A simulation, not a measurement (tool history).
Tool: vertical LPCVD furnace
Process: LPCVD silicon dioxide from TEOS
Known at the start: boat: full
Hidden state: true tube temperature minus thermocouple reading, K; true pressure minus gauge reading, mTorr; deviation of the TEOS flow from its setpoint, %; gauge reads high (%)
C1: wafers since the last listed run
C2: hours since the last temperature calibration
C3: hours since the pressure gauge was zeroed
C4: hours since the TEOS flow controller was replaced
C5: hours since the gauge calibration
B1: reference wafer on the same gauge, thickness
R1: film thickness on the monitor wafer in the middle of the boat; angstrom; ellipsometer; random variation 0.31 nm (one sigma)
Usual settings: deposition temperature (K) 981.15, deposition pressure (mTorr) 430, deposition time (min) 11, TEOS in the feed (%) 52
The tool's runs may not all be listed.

run 1 hour=0 | deposition_temperature_(K)=981.15 deposition_pressure_(mTorr)=430 deposition_time_(min)=11 TEOS_in_the_feed_(%)=52 | C1=0 C2=33.9 C3=389.6 C4=382.8 C5=1567.5 | B1=91.06 | R1=1042.4
run 2 hour=68.5 | deposition_temperature_(K)=981.15 deposition_pressure_(mTorr)=430 deposition_time_(min)=11 TEOS_in_the_feed_(%)=52 | C1=721 C2=102.4 C3=458.1 C4=451.3 C5=1636 | B1=91.01 | R1=1046.2
run 3 hour=149.2 | deposition_temperature_(K)=981.15 deposition_pressure_(mTorr)=430 deposition_time_(min)=11 TEOS_in_the_feed_(%)=52 | C1=850 C2=183.1 C3=538.8 C4=532 C5=1716.7 | B1=91.04 | R1=1042.5
run 4 hour=201.2 | deposition_temperature_(K)=973.15 deposition_pressure_(mTorr)=430 deposition_time_(min)=11 TEOS_in_the_feed_(%)=52 | C1=548 C2=235.1 C3=590.8 C4=584 C5=1768.7 | B1=90.96 | R1=871.8
run 5 hour=322.1 | deposition_temperature_(K)=973.15 deposition_pressure_(mTorr)=430 deposition_time_(min)=11 TEOS_in_the_feed_(%)=52 | C1=1274 C2=356 C3=711.7 C4=704.9 C5=1889.6 | B1=90.92 | R1=869.6
run 6 hour=394.1 | deposition_temperature_(K)=981.15 deposition_pressure_(mTorr)=430 deposition_time_(min)=11 TEOS_in_the_feed_(%)=52 | C1=758 C2=428 C3=783.7 C4=776.9 C5=1961.6 | B1=91.01 | R1=1043.3
run 7 hour=470 | deposition_temperature_(K)=981.15 deposition_pressure_(mTorr)=430 deposition_time_(min)=11 TEOS_in_the_feed_(%)=52 | C1=799 C2=503.9 C3=859.6 C4=852.8 C5=2037.5 | B1=91.04 | R1=1056.8
-- hour=585.8 gauge calibrated
run 8 hour=744.9 | deposition_temperature_(K)=981.15 deposition_pressure_(mTorr)=430 deposition_time_(min)=11 TEOS_in_the_feed_(%)=52 | C1=2897 C2=778.8 C3=1134.5 C4=1127.7 C5=159.1 | B1=90.91 | R1=1054.9
run 9 hour=823.7 | deposition_temperature_(K)=981.15 deposition_pressure_(mTorr)=375 deposition_time_(min)=11 TEOS_in_the_feed_(%)=52 | C1=830 C2=857.6 C3=1213.3 C4=1206.5 C5=237.9 | B1=90.98 | R1=984.8
run 10 hour=880.2 | deposition_temperature_(K)=981.15 deposition_pressure_(mTorr)=430 deposition_time_(min)=11 TEOS_in_the_feed_(%)=47 | C1=595 C2=914.1 C3=1269.8 C4=1263 C5=294.4 | B1=91.02 | R1=1005.1
run 11 hour=922.5 | deposition_temperature_(K)=972.15 deposition_pressure_(mTorr)=485 deposition_time_(min)=11 TEOS_in_the_feed_(%)=52 | C1=445 C2=956.4 C3=1312.1 C4=1305.3 C5=336.7 | B1=90.95 | R1=910.3
run 12 hour=970.9 | deposition_temperature_(K)=992.15 deposition_pressure_(mTorr)=485 deposition_time_(min)=10 TEOS_in_the_feed_(%)=56 | C1=510 C2=1004.8 C3=1360.5 C4=1353.7 C5=385.1 | B1=91.04 | R1=1363.2
run 13 hour=1021.4 | deposition_temperature_(K)=992.15 deposition_pressure_(mTorr)=485 deposition_time_(min)=10 TEOS_in_the_feed_(%)=56 | C1=532 C2=1055.3 C3=1411 C4=1404.2 C5=435.6 | B1=90.98 | R1=1356
run 14 hour=1067.5 | deposition_temperature_(K)=977.15 deposition_pressure_(mTorr)=480 deposition_time_(min)=11 TEOS_in_the_feed_(%)=52 | C1=485 C2=1101.4 C3=1457.1 C4=1450.3 C5=481.7 | B1=91 | R1=1022.6
run 15 hour=1168.9 | deposition_temperature_(K)=978.15 deposition_pressure_(mTorr)=535 deposition_time_(min)=11 TEOS_in_the_feed_(%)=52 | C1=1068 C2=1202.8 C3=1558.5 C4=1551.7 C5=583.1 | B1=91.04 | R1=1106.1
run 16 hour=1260.5 | deposition_temperature_(K)=975.15 deposition_pressure_(mTorr)=430 deposition_time_(min)=11 TEOS_in_the_feed_(%)=59 | C1=965 C2=1294.4 C3=1650.1 C4=1643.3 C5=674.7 | B1=90.96 | R1=987
run 17 hour=1300.3 | deposition_temperature_(K)=981.15 deposition_pressure_(mTorr)=430 deposition_time_(min)=11 TEOS_in_the_feed_(%)=52 | C1=419 C2=1334.2 C3=1689.9 C4=1683.1 C5=714.5 | B1=91.03 | R1=1069.9
run 18 hour=1346.2 | deposition_temperature_(K)=981.15 deposition_pressure_(mTorr)=430 deposition_time_(min)=11 TEOS_in_the_feed_(%)=52 | C1=483 C2=1380.1 C3=1735.8 C4=1729 C5=760.4 | B1=90.94 | R1=1066.6
run 19 hour=1409.5 | deposition_temperature_(K)=981.15 deposition_pressure_(mTorr)=390 deposition_time_(min)=15 TEOS_in_the_feed_(%)=52 | C1=667 C2=1443.4 C3=1799.1 C4=1792.3 C5=823.7 | B1=90.91 | R1=1385
-- hour=1445.5 pressure gauge zeroed
run 20 hour=1484.2 | deposition_temperature_(K)=981.15 deposition_pressure_(mTorr)=430 deposition_time_(min)=8 TEOS_in_the_feed_(%)=56 | C1=534 C2=1518.1 C3=38.7 C4=1867 C5=898.4 | B1=90.99 | R1=786.5
run 21 hour=1563.7 | deposition_temperature_(K)=981.15 deposition_pressure_(mTorr)=470 deposition_time_(min)=11 TEOS_in_the_feed_(%)=56 | C1=837 C2=1597.6 C3=118.2 C4=1946.5 C5=977.9 | B1=91 | R1=1130.7
run 22 hour=1602.5 | deposition_temperature_(K)=981.15 deposition_pressure_(mTorr)=430 deposition_time_(min)=11 TEOS_in_the_feed_(%)=56 | C1=408 C2=1636.4 C3=157 C4=1985.3 C5=1016.7 | B1=91.03 | R1=1079.2
run 23 hour=1680.6 | deposition_temperature_(K)=992.15 deposition_pressure_(mTorr)=430 deposition_time_(min)=11 TEOS_in_the_feed_(%)=52 | C1=823 C2=1714.5 C3=235.1 C4=2063.4 C5=1094.8 | B1=90.99 | R1=1339.2
run 24 hour=1740 | deposition_temperature_(K)=981.15 deposition_pressure_(mTorr)=370 deposition_time_(min)=11 TEOS_in_the_feed_(%)=45 | C1=626 C2=1773.9 C3=294.5 C4=2122.8 C5=1154.2 | B1=91.02 | R1=894.9
run 25 hour=1802.6 | deposition_temperature_(K)=981.15 deposition_pressure_(mTorr)=400 deposition_time_(min)=11 TEOS_in_the_feed_(%)=52 | C1=659 C2=1836.5 C3=357.1 C4=2185.4 C5=1216.8 | B1=90.95 | R1=1007.5
run 26 hour=1909.2 | deposition_temperature_(K)=981.15 deposition_pressure_(mTorr)=430 deposition_time_(min)=14.5 TEOS_in_the_feed_(%)=52 | C1=1123 C2=1943.1 C3=463.7 C4=2292 C5=1323.4 | B1=91.05 | R1=1377.2
run 27 hour=1990.7 | deposition_temperature_(K)=981.15 deposition_pressure_(mTorr)=430 deposition_time_(min)=11 TEOS_in_the_feed_(%)=52 | C1=858 C2=2024.6 C3=545.2 C4=2373.5 C5=1404.9 | B1=90.97 | R1=1043.2
run 28 hour=2075.9 | deposition_temperature_(K)=973.15 deposition_pressure_(mTorr)=535 deposition_time_(min)=11 TEOS_in_the_feed_(%)=43 | C1=897 C2=2109.8 C3=630.4 C4=2458.7 C5=1490.1 | B1=91.09 | R1=883.3
run 29 hour=2144.6 | deposition_temperature_(K)=972.15 deposition_pressure_(mTorr)=370 deposition_time_(min)=11 TEOS_in_the_feed_(%)=57 | C1=724 C2=2178.5 C3=699.1 C4=2527.4 C5=1558.8 | B1=91.01 | R1=827.8
run 30 hour=2228.8 | deposition_temperature_(K)=981.15 deposition_pressure_(mTorr)=480 deposition_time_(min)=8.5 TEOS_in_the_feed_(%)=52 | C1=887 C2=2262.7 C3=783.3 C4=2611.6 C5=1643 | B1=90.96 | R1=851.1
run 31 hour=2281.5 | deposition_temperature_(K)=981.15 deposition_pressure_(mTorr)=430 deposition_time_(min)=11 TEOS_in_the_feed_(%)=52 | C1=555 C2=2315.4 C3=836 C4=2664.3 C5=1695.7 | B1=91 | R1=1045.6

Some steps in R1 between neighbouring runs. How much of each would the tool show without its hidden state too (settings, what came in, random variation), and how much is left for the hidden state, with any gauge scatter that isn't in both results?
Run 11 -> 12: deposition temperature (K) 972.15 -> 992.15, deposition time (min) 11 -> 10, TEOS in the feed (%) 52 -> 56. R1 +452.9 angstrom: hidden state +6.3, all else +446.6.
Run 18 -> 19: deposition pressure (mTorr) 430 -> 390, deposition time (min) 11 -> 15. R1 +318.4 angstrom: hidden state +12.5, all else +305.9.
Run 19 -> 20: deposition pressure (mTorr) 390 -> 430, deposition time (min) 15 -> 8, TEOS in the feed (%) 52 -> 56, pressure gauge zeroed. R1 -598.5 angstrom: hidden state -37.2, all else -561.3.
Run 23 -> 24: deposition temperature (K) 992.15 -> 981.15, deposition pressure (mTorr) 430 -> 370, TEOS in the feed (%) 52 -> 45. R1 -444.3 angstrom: hidden state +0.6, all else -444.9.

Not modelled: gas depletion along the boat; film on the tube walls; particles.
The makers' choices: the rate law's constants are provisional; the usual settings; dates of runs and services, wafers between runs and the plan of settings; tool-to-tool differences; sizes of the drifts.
